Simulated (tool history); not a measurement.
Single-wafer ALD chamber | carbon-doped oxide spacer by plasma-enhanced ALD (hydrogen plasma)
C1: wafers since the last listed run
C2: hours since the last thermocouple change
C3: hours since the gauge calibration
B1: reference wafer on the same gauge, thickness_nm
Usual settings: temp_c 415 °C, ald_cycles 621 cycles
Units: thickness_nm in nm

run 1 hour=0 | temp_c=415 ald_cycles=621 | C1=0 C2=2667.7 C3=845.5 | B1=35.296 | thickness_nm=29.604
run 2 hour=78.6 | temp_c=415 ald_cycles=621 | C1=60 C2=2746.3 C3=924.1 | B1=35.326 | thickness_nm=29.528
run 3 hour=119.8 | temp_c=408 ald_cycles=621 | C1=31 C2=2787.5 C3=965.3 | B1=35.294 | thickness_nm=30.103
run 4 hour=200.6 | temp_c=420 ald_cycles=650 | C1=62 C2=2868.3 C3=1046.1 | B1=35.312 | thickness_nm=30.549
run 5 hour=259 | temp_c=404 ald_cycles=549 | C1=45 C2=2926.7 C3=1104.5 | B1=35.296 | thickness_nm=26.898
run 6 hour=330 | temp_c=404 ald_cycles=549 | C1=55 C2=2997.7 C3=1175.5 | B1=35.284 | thickness_nm=26.829
run 7 hour=389.8 | temp_c=404 ald_cycles=549 | C1=46 C2=3057.5 C3=1235.3 | B1=35.284 | thickness_nm=26.818
run 8 hour=488.9 | temp_c=412 ald_cycles=621 | C1=76 C2=3156.6 C3=1334.4 | B1=35.304 | thickness_nm=29.933
-- hour=543 thermocouple changed; heater temperature recalibrated
run 9 hour=543.5 | temp_c=415 ald_cycles=621 | C1=36 C2=0.5 C3=1389 | B1=35.289 | thickness_nm=29.501
-- hour=576.7 gauge calibrated
run 10 hour=635.2 | temp_c=415 ald_cycles=581 | C1=71 C2=92.2 C3=58.5 | B1=35.298 | thickness_nm=27.679
run 11 hour=699.2 | temp_c=405 ald_cycles=557 | C1=49 C2=156.2 C3=122.5 | B1=35.329 | thickness_nm=27.31
run 12 hour=783.4 | temp_c=404 ald_cycles=712 | C1=65 C2=240.4 C3=206.7 | B1=35.303 | thickness_nm=34.95
run 13 hour=854.7 | temp_c=404 ald_cycles=549 | C1=55 C2=311.7 C3=278 | B1=35.321 | thickness_nm=27.004
run 14 hour=905.3 | temp_c=427 ald_cycles=621 | C1=39 C2=362.3 C3=328.6 | B1=35.301 | thickness_nm=28.693
run 15 hour=995 | temp_c=415 ald_cycles=621 | C1=69 C2=452 C3=418.3 | B1=35.309 | thickness_nm=29.656
run 16 hour=1046.6 | temp_c=415 ald_cycles=621 | C1=40 C2=503.6 C3=469.9 | B1=35.325 | thickness_nm=29.581
run 17 hour=1127.1 | temp_c=415 ald_cycles=621 | C1=62 C2=584.1 C3=550.4 | B1=35.328 | thickness_nm=29.6
run 18 hour=1217.8 | temp_c=403 ald_cycles=621 | C1=70 C2=674.8 C3=641.1 | B1=35.308 | thickness_nm=30.596

5 ways to go on from here, each from the tool as it stands after run 18. What would each give?
run A hour=1219.1 | temp_c=415 ald_cycles=621 | C1=1 C2=676.1 C3=642.4 | B1=? | thickness_nm=?
run B hour=1219.1 | temp_c=400 ald_cycles=711 | C1=1 C2=676.1 C3=642.4 | B1=? | thickness_nm=?
run C hour=1219.1 | temp_c=421 ald_cycles=673 | C1=1 C2=676.1 C3=642.4 | B1=? | thickness_nm=?
run D hour=1219.1 | temp_c=420 ald_cycles=539 | C1=1 C2=676.1 C3=642.4 | B1=? | thickness_nm=?
run E hour=1219.1 | temp_c=411 ald_cycles=525 | C1=1 C2=676.1 C3=642.4 | B1=? | thickness_nm=?

run=A B1=35.316 thickness_nm=29.627
run=B B1=35.316 thickness_nm=35.327
run=C B1=35.316 thickness_nm=31.575
run=D B1=35.316 thickness_nm=25.359
run=E B1=35.316 thickness_nm=25.324
Without the tool's hidden state the same runs would have given:
run=A thickness_nm=29.627
run=B thickness_nm=35.327
run=C thickness_nm=31.575
run=D thickness_nm=25.359
run=E thickness_nm=25.324
